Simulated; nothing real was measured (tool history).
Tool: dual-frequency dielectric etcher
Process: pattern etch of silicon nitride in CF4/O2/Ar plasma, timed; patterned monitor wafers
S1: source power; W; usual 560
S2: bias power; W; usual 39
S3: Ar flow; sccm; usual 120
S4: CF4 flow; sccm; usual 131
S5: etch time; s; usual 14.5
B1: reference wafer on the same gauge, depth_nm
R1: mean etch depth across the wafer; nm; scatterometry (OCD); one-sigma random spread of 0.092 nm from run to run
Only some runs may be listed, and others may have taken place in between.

| run | day | S1 | S2 | S3 | S4 | S5 | B1 | R1 |
|---|---|---|---|---|---|---|---|---|
| 1 | 0.000 | 560 | 39 | 120 | 131 | 14.5 | 28.31 | 28.94 |
|  | 0.438 | CF4 flow controller replaced |
| 2 | 0.533 | 560 | 39 | 120 | 131 | 14.5 | 28.30 | 28.65 |
| 3 | 1.000 | 560 | 39 | 120 | 131 | 14.5 | 28.30 | 28.68 |
| 4 | 1.671 | 560 | 39 | 120 | 131 | 14.5 | 28.32 | 28.90 |
|  | 2.912 | wet clean of the chamber |
|  | 3.050 | gauge calibrated |
|  | 3.267 | upper electrode replaced |
| 5 | 3.288 | 560 | 39 | 120 | 131 | 12.0 | 28.29 | 23.86 |
| 6 | 3.304 | 560 | 35 | 120 | 131 | 14.5 | 28.31 | 27.85 |
| 7 | 3.400 | 560 | 35 | 120 | 131 | 14.5 | 28.29 | 27.78 |
| 8 | 3.800 | 420 | 39 | 134 | 98 | 12.0 | 28.32 | 19.30 |
|  | 4.525 | Ar flow controller replaced |
| 9 | 4.546 | 560 | 32 | 148 | 154 | 17.0 | 28.29 | 31.50 |
| 10 | 4.788 | 630 | 39 | 110 | 111 | 14.5 | 28.27 | 30.68 |
| 11 | 5.408 | 440 | 39 | 143 | 164 | 11.0 | 28.32 | 19.12 |
|  | 5.588 | bias power generator calibrated |
| 12 | 5.821 | 610 | 39 | 120 | 131 | 14.5 | 28.28 | 30.15 |
|  | 6.538 | source power generator calibrated |
| 13 | 6.558 | 560 | 39 | 120 | 131 | 14.5 | 28.34 | 28.91 |
| 14 | 6.862 | 630 | 39 | 108 | 131 | 14.5 | 28.29 | 31.23 |
| 15 | 7.346 | 430 | 33 | 120 | 131 | 14.5 | 28.29 | 23.82 |
| 16 | 9.075 | 560 | 39 | 90 | 131 | 14.5 | 28.31 | 29.71 |
| 17 | 9.388 | 460 | 39 | 120 | 131 | 14.5 | 28.30 | 25.84 |
| 18 | 11.092 | 560 | 39 | 120 | 131 | 14.5 | 28.27 | 28.86 |
| 19 | 11.692 | 560 | 39 | 120 | 131 | 14.5 | 28.31 | 28.79 |
| 20 | 12.088 | 650 | 34 | 96 | 107 | 14.5 | 28.31 | 30.49 |
| 21 | 12.717 | 560 | 43 | 120 | 131 | 14.5 | 28.26 | 29.67 |

Consider 4 possible next runs. They are alternatives, not a sequence: every one starts from the tool as it was left by run 21. What does each give?
| A | 12.733 | 560 | 39 | 120 | 131 | 11.5 | ? | ? |
| B | 12.733 | 560 | 39 | 120 | 118 | 11.0 | ? | ? |
| C | 12.733 | 560 | 30 | 101 | 147 | 13.0 | ? | ? |
| D | 12.733 | 560 | 39 | 91 | 131 | 14.5 | ? | ? |

| run | B1 | R1 |
|---|---|---|
| A | 28.30 | 22.77 |
| B | 28.30 | 21.51 |
| C | 28.30 | 24.87 |
| D | 28.30 | 29.73 |
With no hidden state in the tool, these same runs would have given:
| run | R1 |
|---|---|
| A | 22.77 |
| B | 21.51 |
| C | 24.87 |
| D | 29.73 |
